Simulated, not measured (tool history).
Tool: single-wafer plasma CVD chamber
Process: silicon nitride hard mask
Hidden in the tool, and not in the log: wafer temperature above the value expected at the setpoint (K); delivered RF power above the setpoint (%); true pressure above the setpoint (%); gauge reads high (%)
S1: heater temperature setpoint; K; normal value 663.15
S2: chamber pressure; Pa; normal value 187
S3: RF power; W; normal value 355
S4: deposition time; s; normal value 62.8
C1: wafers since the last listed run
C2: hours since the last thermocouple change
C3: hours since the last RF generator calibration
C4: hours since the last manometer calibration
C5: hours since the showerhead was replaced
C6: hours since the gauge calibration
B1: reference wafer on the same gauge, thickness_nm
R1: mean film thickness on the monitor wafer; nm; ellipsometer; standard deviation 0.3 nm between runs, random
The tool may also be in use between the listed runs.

run,hour,S1,S2,S3,S4,C1,C2,C3,C4,C5,C6,B1,R1
1,0.0,663.15,187,355,62.8,0,918.4,571.1,121.8,2094.4,1939.3,81.865,82.561
# hour 15.6: thermocouple changed; heater temperature recalibrated
2,87.9,663.15,187,355,62.8,828,72.3,659.0,209.7,2182.3,2027.2,81.864,82.060
3,392.5,663.15,187,355,62.8,3157,376.9,963.6,514.3,2486.9,2331.8,81.905,81.321
4,429.0,663.15,187,375,62.8,378,413.4,1000.1,550.8,2523.4,2368.3,81.883,83.488
5,488.1,663.15,187,375,62.8,612,472.5,1059.2,609.9,2582.5,2427.4,81.864,83.050
6,545.0,663.15,187,355,62.8,589,529.4,1116.1,666.8,2639.4,2484.3,81.895,82.242
# hour 606.8: RF generator calibrated
7,636.6,663.15,187,355,62.8,866,621.0,29.8,758.4,2731.0,2575.9,81.931,81.415
8,724.8,663.15,187,355,62.8,914,709.2,118.0,846.6,2819.2,2664.1,81.966,81.820
# hour 749.9: showerhead replaced
# hour 973.7: thermocouple changed; heater temperature recalibrated
9,1013.0,663.15,187,355,62.8,2821,39.3,406.2,1134.8,263.1,2952.3,81.912,81.480
10,1050.6,663.15,187,355,62.8,389,76.9,443.8,1172.4,300.7,2989.9,81.915,82.109
11,1118.3,663.15,187,355,62.8,701,144.6,511.5,1240.1,368.4,3057.6,81.904,81.883
# hour 1142.3: gauge calibrated
12,1209.0,663.15,187,355,62.8,940,235.3,602.2,1330.8,459.1,66.7,81.833,81.985
# hour 1264.2: capacitance manometer re-zeroed and calibrated
13,1264.7,663.15,187,355,62.8,494,291.0,657.9,0.5,514.8,122.4,81.883,81.815
14,1338.8,678.15,187,355,51.5,768,365.1,732.0,74.6,588.9,196.5,81.849,66.690
15,1391.0,659.15,187,355,62.8,541,417.3,784.2,126.8,641.1,248.7,81.921,81.670
16,1487.0,656.15,187,355,68.4,995,513.3,880.2,222.8,737.1,344.7,81.923,89.297
17,1529.5,673.15,151,420,52.1,440,555.8,922.7,265.3,779.6,387.2,81.817,67.219
# hour 1545.5: RF generator calibrated
18,1597.7,651.15,187,355,62.8,624,624.0,52.2,333.5,847.8,455.4,81.901,82.123
# hour 1901.5: thermocouple changed; heater temperature recalibrated
19,1911.6,663.15,187,355,62.8,3171,10.1,366.1,647.4,1161.7,769.3,81.938,82.057
20,2006.5,663.15,187,355,62.8,983,105.0,461.0,742.3,1256.6,864.2,81.895,81.620
21,2100.8,663.15,187,355,62.8,977,199.3,555.3,836.6,1350.9,958.5,81.833,81.460
22,2187.8,663.15,145,325,62.8,901,286.3,642.3,923.6,1437.9,1045.5,81.959,73.165
# hour 2380.1: capacitance manometer re-zeroed and calibrated
23,2414.9,657.15,187,390,62.8,2271,513.4,869.4,34.8,1665.0,1272.6,81.878,84.780
24,2468.0,657.15,187,375,62.8,550,566.5,922.5,87.9,1718.1,1325.7,81.883,83.088
25,2512.6,676.15,140,300,62.8,462,611.1,967.1,132.5,1762.7,1370.3,81.897,70.637
26,2610.0,663.15,227,305,73.8,1009,708.5,1064.5,229.9,1860.1,1467.7,81.884,96.617
# hour 2690.3: RF generator calibrated
27,2711.9,663.15,187,395,62.8,973,810.4,21.6,331.8,1962.0,1569.6,81.897,84.908
28,2767.3,663.15,187,320,58.0,574,865.8,77.0,387.2,2017.4,1625.0,81.916,73.072

Forecast each of these 4 alternatives for the next run:
A,2767.7,656.15,187,355,62.8,4,866.2,77.4,387.6,2017.8,1625.4,?,?
B,2767.7,656.15,187,330,56.3,4,866.2,77.4,387.6,2017.8,1625.4,?,?
C,2767.7,658.15,219,390,62.8,4,866.2,77.4,387.6,2017.8,1625.4,?,?
D,2767.7,663.15,160,355,62.8,4,866.2,77.4,387.6,2017.8,1625.4,?,?

run,B1,R1
A,81.933,82.087
B,81.933,71.799
C,81.933,88.846
D,81.933,77.970
Had the tool no hidden state, the same runs would have come out as:
run,R1
A,82.087
B,71.799
C,88.846
D,77.970

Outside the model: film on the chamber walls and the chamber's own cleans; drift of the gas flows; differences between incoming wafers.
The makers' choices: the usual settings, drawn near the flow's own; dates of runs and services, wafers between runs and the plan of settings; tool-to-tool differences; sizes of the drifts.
